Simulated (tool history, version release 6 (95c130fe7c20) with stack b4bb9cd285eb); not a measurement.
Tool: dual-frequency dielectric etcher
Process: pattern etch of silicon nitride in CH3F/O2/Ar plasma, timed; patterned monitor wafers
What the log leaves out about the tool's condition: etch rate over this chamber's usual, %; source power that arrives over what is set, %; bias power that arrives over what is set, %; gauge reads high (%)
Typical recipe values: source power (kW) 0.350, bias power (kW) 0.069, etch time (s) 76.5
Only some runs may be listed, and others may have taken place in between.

run	hour	source power (kW)	bias power (kW)	etch time (s)	wafers since the last listed run	hours since the last wet clean	hours since the last source power generator calibration	hours since the last bias power generator calibration	hours since the last upper electrode change	hours since the gauge calibration	read-back reference wafer on the same gauge, depth_nm	mean etch depth across the wafer (nm)
1	0.0	0.350	0.069	84.5	0	108.8	2529.3	657.1	2964.9	137.0	44.8	53.6
2	149.4	0.390	0.069	76.5	2092	258.2	2678.7	806.5	3114.3	286.4	44.8	51.6
3	201.1	0.390	0.069	76.5	724	309.9	2730.4	858.2	3166.0	338.1	44.7	51.5
4	263.7	0.350	0.069	76.5	876	372.5	2793.0	920.8	3228.6	400.7	44.7	48.6
5	302.1	0.350	0.069	76.5	537	410.9	2831.4	959.2	3267.0	439.1	44.8	48.3
6	336.6	0.350	0.069	76.5	483	445.4	2865.9	993.7	3301.5	473.6	44.8	48.2
7	367.1	0.350	0.069	76.5	427	475.9	2896.4	1024.2	3332.0	504.1	44.8	48.1
8	391.1	0.350	0.069	76.5	336	499.9	2920.4	1048.2	3356.0	528.1	44.8	48.4
# hour 419.6: wet clean of the chamber
9	420.1	0.350	0.063	76.5	70	0.5	2949.4	1077.2	3385.0	557.1	44.9	46.2
# hour 459.7: upper electrode replaced
10	460.2	0.350	0.069	76.5	225	40.6	2989.5	1117.3	0.5	597.2	44.8	48.2
11	470.4	0.350	0.069	76.5	142	50.8	2999.7	1127.5	10.7	607.4	44.8	47.8
# hour 537.8: gauge calibrated
12	548.9	0.400	0.078	95.5	1099	129.3	3078.2	1206.0	89.2	11.1	44.8	68.6
13	617.7	0.350	0.069	76.5	963	198.1	3147.0	1274.8	158.0	79.9	44.7	48.1
14	658.0	0.390	0.062	87.5	564	238.4	3187.3	1315.1	198.3	120.2	44.7	55.1
15	725.2	0.430	0.082	92.5	941	305.6	3254.5	1382.3	265.5	187.4	44.8	70.7
16	756.2	0.390	0.081	63.5	434	336.6	3285.5	1413.3	296.5	218.4	44.8	45.6
# hour 799.7: source power generator calibrated
17	800.2	0.350	0.069	93.5	560	380.6	0.5	1457.3	340.5	262.4	44.8	58.8
18	837.5	0.400	0.082	76.5	522	417.9	37.8	1494.6	377.8	299.7	44.7	56.2
# hour 849.0: bias power generator calibrated
19	902.0	0.380	0.060	62.5	847	482.4	102.3	53.0	442.3	364.2	44.8	39.0
# hour 942.4: wet clean of the chamber
20	962.2	0.350	0.069	76.5	506	19.8	162.5	113.2	502.5	424.4	44.8	48.5
21	1024.5	0.280	0.069	54.5	872	82.1	224.8	175.5	564.8	486.7	44.8	30.0
22	1053.9	0.320	0.069	65.0	411	111.5	254.2	204.9	594.2	516.1	44.8	39.0
23	1079.2	0.350	0.069	76.5	354	136.8	279.5	230.2	619.5	541.4	44.7	48.4

Here are 3 independent what-if runs from the current tool condition. What would each one return?
A	1079.6	0.350	0.069	76.5	5	137.2	279.9	230.6	619.9	541.8	?	?
B	1079.6	0.320	0.061	62.5	5	137.2	279.9	230.6	619.9	541.8	?	?
C	1079.6	0.290	0.062	96.5	5	137.2	279.9	230.6	619.9	541.8	?	?

run	read-back reference wafer on the same gauge, depth_nm	mean etch depth across the wafer (nm)
A	44.8	49.0
B	44.8	35.6
C	44.8	51.8
With the hidden condition removed and each run's random variation left untouched, the same runs would have given:
run	mean etch depth across the wafer (nm)
A	48.8
B	35.5
C	51.7
